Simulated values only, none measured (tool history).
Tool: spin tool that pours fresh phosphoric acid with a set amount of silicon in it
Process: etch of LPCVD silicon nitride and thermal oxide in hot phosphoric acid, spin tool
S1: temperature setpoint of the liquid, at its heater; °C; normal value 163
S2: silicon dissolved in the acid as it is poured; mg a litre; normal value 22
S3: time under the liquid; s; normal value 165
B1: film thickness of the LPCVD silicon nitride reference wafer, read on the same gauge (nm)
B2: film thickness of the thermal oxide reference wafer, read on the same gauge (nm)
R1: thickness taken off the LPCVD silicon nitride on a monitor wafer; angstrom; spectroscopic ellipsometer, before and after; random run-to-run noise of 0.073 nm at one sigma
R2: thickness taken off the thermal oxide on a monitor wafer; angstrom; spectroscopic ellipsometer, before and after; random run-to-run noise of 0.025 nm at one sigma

| run | hour | S1 | S2 | S3 | B1 | B2 | R1 | R2 |
|---|---|---|---|---|---|---|---|---|
| 1 | 0 | 163 | 22 | 220 | 39.99 | 140.009 | 220.1 | 3.8 |
| 2 | 28.7 | 163 | 22 | 165 | 39.99 | 139.964 | 164.9 | 2.54 |
| 3 | 50.7 | 163 | 22 | 165 | 40 | 140.001 | 165.1 | 2.59 |
|  | 55.2 | gauge calibrated |
| 4 | 76.2 | 163 | 22 | 165 | 39.99 | 139.996 | 164.8 | 2.7 |
| 5 | 111.4 | 163 | 22 | 165 | 39.97 | 139.999 | 164 | 2.81 |
| 6 | 127.2 | 163 | 22 | 165 | 39.98 | 140.014 | 164 | 2.59 |
| 7 | 141.5 | 163 | 15.5 | 130 | 39.99 | 140.004 | 129.5 | 2.53 |
| 8 | 158.3 | 162 | 35 | 165 | 40.01 | 140.038 | 158.4 | 1.39 |
| 9 | 179.6 | 163 | 22 | 165 | 40.01 | 140.016 | 163.7 | 2.8 |
| 10 | 209.4 | 163 | 13.5 | 210 | 40 | 140.006 | 208.6 | 3.98 |
| 11 | 235.8 | 163 | 15.5 | 165 | 40.01 | 140.01 | 164.3 | 2.96 |
|  | 256.2 | thermometer replaced |
| 12 | 260.7 | 163 | 22 | 165 | 40.01 | 139.993 | 163.9 | 2.78 |
|  | 281.2 | heated supply line repaired |
| 13 | 294.8 | 161 | 11 | 120 | 40 | 140.015 | 117.2 | 2.34 |
|  | 313.9 | dissolved silicon flow meter replaced |
| 14 | 322.2 | 166 | 39 | 260 | 40.01 | 139.953 | 298.2 | 2.96 |
| 15 | 335.3 | 164 | 10 | 85 | 40.04 | 139.981 | 91.5 | 2.19 |
| 16 | 353.4 | 162 | 22 | 135 | 40 | 139.979 | 135.7 | 1.86 |
| 17 | 374.4 | 164.5 | 30.5 | 165 | 39.98 | 139.977 | 179.2 | 2.43 |
| 18 | 394.9 | 164 | 22 | 235 | 39.99 | 139.988 | 250.6 | 4.37 |
| 19 | 421.6 | 163 | 6.5 | 210 | 40.01 | 140.002 | 219.8 | 5.41 |
| 20 | 455.7 | 160.5 | 15.5 | 195 | 39.98 | 140.04 | 185.9 | 3.72 |
| 21 | 473.7 | 165 | 26.5 | 120 | 39.99 | 139.994 | 132.5 | 2.04 |
| 22 | 508 | 165 | 36 | 130 | 40.02 | 139.985 | 143.3 | 1.44 |

Subtracting, for every run, the result it would have given without the tool's unlogged condition from the measured result gives the following. The same run-to-run variation enters both numbers; the gauge's scatter may not:
What the log doesn't record here: liquid hotter than its thermometer reads (K); dissolved silicon flow below the setpoint (%); temperature lost on the way to the wafer (K); gauge reads high (%).
| run | R1 | R2 |
|---|---|---|
| 1 | -12.6 | -0.49 |
| 2 | -9.7 | -0.34 |
| 3 | -9.8 | -0.36 |
| 4 | -10 | -0.37 |
| 5 | -10.1 | -0.4 |
| 6 | -10.2 | -0.37 |
| 7 | -8.1 | -0.37 |
| 8 | -10.1 | -0.2 |
| 9 | -10.6 | -0.42 |
| 10 | -13.7 | -0.6 |
| 11 | -11 | -0.45 |
| 12 | -11.1 | -0.43 |
| 13 | -1.5 | -0.07 |
| 14 | -3.9 | -0.09 |
| 15 | -1.3 | -0.06 |
| 16 | -2 | -0.06 |
| 17 | -2.7 | -0.09 |
| 18 | -4 | -0.15 |
| 19 | -3.7 | -0.2 |
| 20 | -3.5 | -0.16 |
| 21 | -2.5 | -0.09 |
| 22 | -2.9 | -0.07 |
